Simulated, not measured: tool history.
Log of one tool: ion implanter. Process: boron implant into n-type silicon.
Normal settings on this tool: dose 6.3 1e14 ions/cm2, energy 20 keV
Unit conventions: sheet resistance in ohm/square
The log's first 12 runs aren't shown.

run	hour	dose	energy	read-back reference wafer on the same gauge, sheet resistance	sheet resistance
13	195.7	6.3	16	168.77	187.28
# hour 213.8: extraction supply calibrated
# hour 216.6: Faraday cup replaced and dose calibrated
14	217.1	6.3	20	169.22	169.1
15	219.2	6.3	20	168.85	170.18
16	235.8	6.3	20	168.94	170.45
17	245.6	4.6	24.5	169.07	216.82
18	261.9	7.61	20	169.02	145.87
19	270.6	5.73	25	168.83	182.64
# hour 273.7: gauge calibrated
20	280.6	5.62	26	169.15	184.31
# hour 295.4: Faraday cup replaced and dose calibrated, repeated, since the last time left the tool worse
21	295.9	6.3	20	169.08	179.6
22	298.1	4.68	13.5	168.97	234.3
23	314.4	5.37	20	169.02	204.37
24	328.8	4.68	13.5	168.87	235.32
25	335.6	4.68	20	169	230.74
26	345.5	5.1	16.5	168.99	215.09
27	354.2	7.73	25	168.59	149.61
28	367.2	6.3	20	168.96	180.46
29	382.7	6.3	13.5	168.84	186.35
30	410.9	6.3	20	168.92	180.63
31	425.7	6.3	20	169.13	182.36
32	433.5	4.61	22.5	169.26	230.5
33	444	6.3	23	168.82	179.98

Each row is a separate what-if for the run after 33, all from the same tool condition, not one after another. Results?
A	444.4	6.3	20	?	?
B	444.4	5.72	26.5	?	?
C	444.4	7.85	13.5	?	?
D	444.4	6.3	23.5	?	?

run	read-back reference wafer on the same gauge, sheet resistance	sheet resistance
A	168.97	181.79
B	168.97	192.5
C	168.97	156.47
D	168.97	179.49
With no hidden state in the tool, these same runs would have given:
run	sheet resistance
A	179.67
B	190.3
C	154.73
D	177.4
